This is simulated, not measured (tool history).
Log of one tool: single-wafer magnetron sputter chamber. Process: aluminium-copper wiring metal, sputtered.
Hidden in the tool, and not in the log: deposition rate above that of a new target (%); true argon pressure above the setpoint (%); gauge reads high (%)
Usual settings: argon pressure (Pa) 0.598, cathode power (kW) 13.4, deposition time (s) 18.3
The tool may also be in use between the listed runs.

| run | day | argon pressure (Pa) | cathode power (kW) | deposition time (s) | wafers since the last listed run | wafers on the sputter target | hours since the last manometer calibration | hours since the magnet pack was replaced | hours since the gauge calibration | read-back reference wafer on the same gauge, thickness_nm | mean film thickness on the monitor wafer (Å) |
|---|---|---|---|---|---|---|---|---|---|---|---|
| 1 | 0 | 0.598 | 13.4 | 18.3 | 0 | 5669 | 2319.1 | 8314.5 | 296.2 | 350.3 | 3828 |
| 2 | 0.667 | 0.598 | 13.4 | 18.3 | 706 | 6376 | 2335.1 | 8330.5 | 312.2 | 350.231 | 3816.02 |
| 3 | 1.225 | 0.598 | 13.4 | 18.3 | 592 | 6968 | 2348.5 | 8343.9 | 325.6 | 350.123 | 3827.4 |
|  | 2.121 | gauge calibrated |
|  | 2.192 | sputter target and shields replaced |
| 4 | 2.604 | 0.598 | 13.4 | 17.3 | 1108 | 439 | 2381.6 | 8377 | 11.6 | 349.896 | 3609.91 |
| 5 | 3.204 | 0.598 | 13.4 | 19.7 | 636 | 1075 | 2396 | 8391.4 | 26 | 350.148 | 4115.39 |
| 6 | 4.438 | 0.598 | 13.4 | 18.3 | 1307 | 2383 | 2425.6 | 8421 | 55.6 | 349.846 | 3835.23 |
| 7 | 5.442 | 0.598 | 13.4 | 18.3 | 1064 | 3448 | 2449.7 | 8445.1 | 79.7 | 350.1 | 3806.59 |
| 8 | 5.967 | 0.598 | 13.4 | 18.3 | 556 | 4004 | 2462.3 | 8457.7 | 92.3 | 349.781 | 3815.14 |
| 9 | 6.504 | 0.598 | 13.4 | 18.3 | 569 | 4574 | 2475.2 | 8470.6 | 105.2 | 350.016 | 3836.16 |
| 10 | 7.433 | 0.598 | 13.4 | 18.3 | 985 | 5559 | 2497.5 | 8492.9 | 127.5 | 349.686 | 3835.18 |
| 11 | 7.962 | 0.598 | 13.4 | 18.3 | 561 | 6121 | 2510.2 | 8505.6 | 140.2 | 350.012 | 3837.33 |
| 12 | 8.8 | 0.598 | 13.4 | 18.3 | 888 | 7009 | 2530.3 | 8525.7 | 160.3 | 349.988 | 3844.14 |
|  | 9.192 | sputter target and shields replaced |
|  | 9.346 | magnet pack replaced |
|  | 9.438 | capacitance manometer re-zeroed and calibrated |
| 13 | 9.896 | 0.598 | 13.4 | 18.3 | 546 | 486 | 11 | 13.2 | 186.6 | 350.212 | 3835.32 |
| 14 | 10.975 | 0.598 | 13.4 | 18.3 | 1144 | 1630 | 36.9 | 39.1 | 212.5 | 350.114 | 3812.13 |
| 15 | 12.417 | 0.598 | 13.4 | 18.3 | 1528 | 3159 | 71.5 | 73.7 | 247.1 | 349.759 | 3836.63 |
| 16 | 12.971 | 0.805 | 11.15 | 21 | 587 | 3746 | 84.8 | 87 | 260.4 | 350.143 | 3486.22 |
| 17 | 13.633 | 0.598 | 13.4 | 18.3 | 702 | 4449 | 100.7 | 102.9 | 276.3 | 350.21 | 3827.62 |
| 18 | 14.95 | 0.598 | 15.85 | 18.3 | 1396 | 5845 | 132.3 | 134.5 | 307.9 | 349.89 | 4358.29 |
|  | 15.604 | sputter target and shields replaced |
| 19 | 16.183 | 0.598 | 13.4 | 18.3 | 954 | 613 | 161.9 | 164.1 | 337.5 | 350.068 | 3821.52 |
| 20 | 17.108 | 0.598 | 13.4 | 20.4 | 980 | 1594 | 184.1 | 186.3 | 359.7 | 350.126 | 4259.69 |
|  | 18.096 | gauge calibrated |
| 21 | 18.467 | 0.734 | 14.35 | 21.5 | 1440 | 3034 | 216.7 | 218.9 | 8.9 | 350.105 | 4464.05 |
| 22 | 19.388 | 0.598 | 11.35 | 19.8 | 976 | 4010 | 238.8 | 241 | 31 | 350.2 | 3677.42 |
| 23 | 20.667 | 0.598 | 11.75 | 18.3 | 1356 | 5367 | 269.5 | 271.7 | 61.7 | 349.952 | 3482.17 |
| 24 | 21.671 | 0.473 | 13.4 | 18.3 | 1064 | 6432 | 293.6 | 295.8 | 85.8 | 349.778 | 4033.13 |
| 25 | 22.238 | 0.598 | 13.4 | 18.3 | 600 | 7033 | 307.2 | 309.4 | 99.4 | 350.106 | 3826.94 |
|  | 22.829 | sputter target and shields replaced |
| 26 | 22.85 | 0.455 | 13.4 | 21.3 | 296 | 20 | 321.9 | 324.1 | 114.1 | 349.908 | 4761.27 |
| 27 | 24.008 | 0.598 | 16.2 | 20.4 | 1228 | 1249 | 349.7 | 351.9 | 141.9 | 349.968 | 4934.61 |
| 28 | 24.592 | 0.598 | 13.4 | 18.3 | 618 | 1867 | 363.7 | 365.9 | 155.9 | 349.954 | 3836.39 |
| 29 | 25.692 | 0.764 | 15.5 | 15.6 | 1166 | 3034 | 390.1 | 392.3 | 182.3 | 350.179 | 3391.97 |

4 ways to go on from here, each from the tool as it stands after run 29. What would each give?
| A | 25.708 | 0.598 | 13.4 | 18.3 | 17 | 3051 | 390.5 | 392.7 | 182.7 | ? | ? |
| B | 25.708 | 0.741 | 13.4 | 16.9 | 17 | 3051 | 390.5 | 392.7 | 182.7 | ? | ? |
| C | 25.708 | 0.764 | 16.45 | 18.3 | 17 | 3051 | 390.5 | 392.7 | 182.7 | ? | ? |
| D | 25.708 | 0.598 | 12 | 21.6 | 17 | 3051 | 390.5 | 392.7 | 182.7 | ? | ? |

| run | read-back reference wafer on the same gauge, thickness_nm | mean film thickness on the monitor wafer (Å) |
|---|---|---|
| A | 349.883 | 3826.44 |
| B | 349.883 | 3321.77 |
| C | 349.883 | 4174.55 |
| D | 349.883 | 4159.86 |
Without the tool's hidden state the same runs would have given:
| run | mean film thickness on the monitor wafer (Å) |
|---|---|
| A | 3826.44 |
| B | 3321.77 |
| C | 4174.55 |
| D | 4159.86 |

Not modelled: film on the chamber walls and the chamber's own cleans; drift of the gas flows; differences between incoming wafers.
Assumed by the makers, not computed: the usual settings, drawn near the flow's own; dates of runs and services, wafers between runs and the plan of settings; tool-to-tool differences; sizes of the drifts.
